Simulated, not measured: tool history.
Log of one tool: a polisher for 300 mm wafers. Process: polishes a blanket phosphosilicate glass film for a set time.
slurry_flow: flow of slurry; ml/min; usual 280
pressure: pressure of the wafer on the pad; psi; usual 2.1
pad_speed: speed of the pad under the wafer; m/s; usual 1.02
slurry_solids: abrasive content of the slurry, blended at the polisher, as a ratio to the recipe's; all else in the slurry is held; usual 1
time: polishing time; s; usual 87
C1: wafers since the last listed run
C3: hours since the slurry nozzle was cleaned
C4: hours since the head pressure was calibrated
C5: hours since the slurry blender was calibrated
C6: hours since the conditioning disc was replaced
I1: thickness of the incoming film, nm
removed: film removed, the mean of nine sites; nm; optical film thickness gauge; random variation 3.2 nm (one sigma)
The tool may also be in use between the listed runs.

run 1 day=0 | slurry_flow=280 pressure=2.1 pad_speed=1.02 slurry_solids=1 time=87 | C1=0 wafers_polished_on_this_pad=841 C3=390.4 C4=375.4 C5=99.3 C6=49.8 | I1=4676.1 | removed=419.8
run 2 day=1.479 | slurry_flow=280 pressure=2.1 pad_speed=0.8 slurry_solids=1 time=87 | C1=438 wafers_polished_on_this_pad=1280 C3=425.9 C4=410.9 C5=134.8 C6=85.3 | I1=4700.5 | removed=370.5
run 3 day=2.625 | slurry_flow=280 pressure=2.1 pad_speed=0.8 slurry_solids=1 time=87 | C1=339 wafers_polished_on_this_pad=1620 C3=453.4 C4=438.4 C5=162.3 C6=112.8 | I1=4587.5 | removed=365.6
run 4 day=5.4 | slurry_flow=280 pressure=2.1 pad_speed=0.8 slurry_solids=1 time=87 | C1=822 wafers_polished_on_this_pad=2443 C3=520 C4=505 C5=228.9 C6=179.4 | I1=4672.4 | removed=367
run 5 day=8.283 | slurry_flow=280 pressure=2.1 pad_speed=1.02 slurry_solids=1 time=87 | C1=855 wafers_polished_on_this_pad=3298 C3=589.2 C4=574.2 C5=298.1 C6=248.6 | I1=4583.6 | removed=413.1
-- day=9.608 worn pad replaced by a new one
-- day=10.817 slurry blender recalibrated
run 6 day=11.162 | slurry_flow=280 pressure=2.1 pad_speed=1.02 slurry_solids=1 time=87 | C1=779 wafers_polished_on_this_pad=436 C3=658.3 C4=643.3 C5=8.3 C6=317.7 | I1=4654.7 | removed=418.4
-- day=11.429 conditioning disc replaced and pad reconditioned
-- day=11.971 slurry nozzle cleaned
run 7 day=12.308 | slurry_flow=280 pressure=2.1 pad_speed=1.02 slurry_solids=1 time=87 | C1=302 wafers_polished_on_this_pad=739 C3=8.1 C4=670.8 C5=35.8 C6=21.1 | I1=4612 | removed=386.8
run 8 day=15.246 | slurry_flow=280 pressure=2.1 pad_speed=1.02 slurry_solids=1.15 time=87 | C1=871 wafers_polished_on_this_pad=1610 C3=78.6 C4=741.3 C5=106.3 C6=91.6 | I1=4673.5 | removed=406
run 9 day=16.775 | slurry_flow=280 pressure=2.1 pad_speed=1.02 slurry_solids=1.15 time=87 | C1=453 wafers_polished_on_this_pad=2064 C3=115.3 C4=778 C5=143 C6=128.3 | I1=4634.2 | removed=404.5
run 10 day=18.858 | slurry_flow=280 pressure=2.1 pad_speed=1.02 slurry_solids=1.15 time=87 | C1=617 wafers_polished_on_this_pad=2681 C3=165.3 C4=828 C5=193 C6=178.3 | I1=4616.2 | removed=395.2
-- day=21.696 worn pad replaced by a new one
run 11 day=21.779 | slurry_flow=280 pressure=2.1 pad_speed=1.02 slurry_solids=1 time=87 | C1=816 wafers_polished_on_this_pad=24 C3=235.4 C4=898.1 C5=263.1 C6=248.4 | I1=4639.7 | removed=382.6
-- day=24.392 slurry nozzle cleaned, repeated, since the last time left the tool worse
run 12 day=24.692 | slurry_flow=280 pressure=2.1 pad_speed=1.02 slurry_solids=1 time=87 | C1=851 wafers_polished_on_this_pad=875 C3=7.2 C4=968 C5=333 C6=318.3 | I1=4640.2 | removed=423.4
-- day=24.854 conditioning disc replaced and pad reconditioned
-- day=25.429 slurry blender recalibrated
run 13 day=32.825 | slurry_flow=350 pressure=2.1 pad_speed=1.02 slurry_solids=1.2 time=96 | C1=2362 wafers_polished_on_this_pad=3238 C3=202.4 C4=1163.2 C5=177.5 C6=191.3 | I1=4599.3 | removed=510.6
-- day=33.112 worn pad replaced by a new one
run 14 day=35.733 | slurry_flow=280 pressure=2.1 pad_speed=1.02 slurry_solids=1 time=87 | C1=813 wafers_polished_on_this_pad=777 C3=272.2 C4=1233 C5=247.3 C6=261.1 | I1=4655.8 | removed=428
run 15 day=38.596 | slurry_flow=280 pressure=2.5 pad_speed=1.02 slurry_solids=1 time=67 | C1=848 wafers_polished_on_this_pad=1626 C3=340.9 C4=1301.7 C5=316 C6=329.8 | I1=4579.2 | removed=391.9
-- day=38.938 conditioning disc replaced and pad reconditioned
run 16 day=39.808 | slurry_flow=280 pressure=2.1 pad_speed=1.02 slurry_solids=1 time=87 | C1=334 wafers_polished_on_this_pad=1961 C3=370 C4=1330.8 C5=345.1 C6=20.9 | I1=4706.7 | removed=425.5
-- day=39.971 head pressure recalibrated
run 17 day=40.971 | slurry_flow=335 pressure=2.1 pad_speed=1.02 slurry_solids=1 time=87 | C1=320 wafers_polished_on_this_pad=2281 C3=397.9 C4=24 C5=373 C6=48.8 | I1=4613.3 | removed=433.6
-- day=41.954 slurry blender recalibrated
run 18 day=42.492 | slurry_flow=280 pressure=2.1 pad_speed=1.02 slurry_solids=1 time=87 | C1=426 wafers_polished_on_this_pad=2707 C3=434.4 C4=60.5 C5=12.9 C6=85.3 | I1=4543.5 | removed=421.7
run 19 day=44.171 | slurry_flow=375 pressure=2.1 pad_speed=1.02 slurry_solids=1.25 time=115 | C1=497 wafers_polished_on_this_pad=3205 C3=474.7 C4=100.8 C5=53.2 C6=125.6 | I1=4611.9 | removed=611
run 20 day=46.971 | slurry_flow=280 pressure=2.1 pad_speed=1.02 slurry_solids=1 time=87 | C1=830 wafers_polished_on_this_pad=4036 C3=541.9 C4=168 C5=120.4 C6=192.8 | I1=4584.6 | removed=419.8
-- day=47.225 worn pad replaced by a new one
run 21 day=48.05 | slurry_flow=280 pressure=2.1 pad_speed=1.02 slurry_solids=1 time=87 | C1=270 wafers_polished_on_this_pad=244 C3=567.8 C4=193.9 C5=146.3 C6=218.7 | I1=4555.7 | removed=412
-- day=50.767 conditioning disc replaced and pad reconditioned
-- day=51.35 slurry nozzle cleaned
run 22 day=56.796 | slurry_flow=360 pressure=2.1 pad_speed=1.02 slurry_solids=1 time=103 | C1=2556 wafers_polished_on_this_pad=2800 C3=130.7 C4=403.8 C5=356.2 C6=144.7 | I1=4584.6 | removed=518.7
-- day=58.017 worn pad replaced by a new one
-- day=58.342 slurry blender recalibrated
run 23 day=59.542 | slurry_flow=280 pressure=1.5 pad_speed=1.02 slurry_solids=1.2 time=78 | C1=740 wafers_polished_on_this_pad=427 C3=196.6 C4=469.7 C5=28.8 C6=210.6 | I1=4576.8 | removed=289.2
run 24 day=62.175 | slurry_flow=185 pressure=2.1 pad_speed=1.02 slurry_solids=1 time=111 | C1=780 wafers_polished_on_this_pad=1208 C3=259.8 C4=532.9 C5=92 C6=273.8 | I1=4601.8 | removed=511.3

3 ways to go on from here, each from the tool as it stands after run 24. What would each give?
run A day=62.192 | slurry_flow=280 pressure=2.1 pad_speed=1.02 slurry_solids=1 time=87 | C1=4 wafers_polished_on_this_pad=1213 C3=260.2 C4=533.3 C5=92.4 C6=274.2 | I1=4583.1 | removed=?
run B day=62.192 | slurry_flow=280 pressure=2.1 pad_speed=1.02 slurry_solids=1 time=65 | C1=4 wafers_polished_on_this_pad=1213 C3=260.2 C4=533.3 C5=92.4 C6=274.2 | I1=4583.1 | removed=?
run C day=62.192 | slurry_flow=325 pressure=1.6 pad_speed=1.02 slurry_solids=1.1 time=87 | C1=4 wafers_polished_on_this_pad=1213 C3=260.2 C4=533.3 C5=92.4 C6=274.2 | I1=4583.1 | removed=?

run=A removed=433
run=B removed=323.5
run=C removed=345.3
Without the tool's hidden state the same runs would have given:
run=A removed=435.7
run=B removed=325.5
run=C removed=347.1
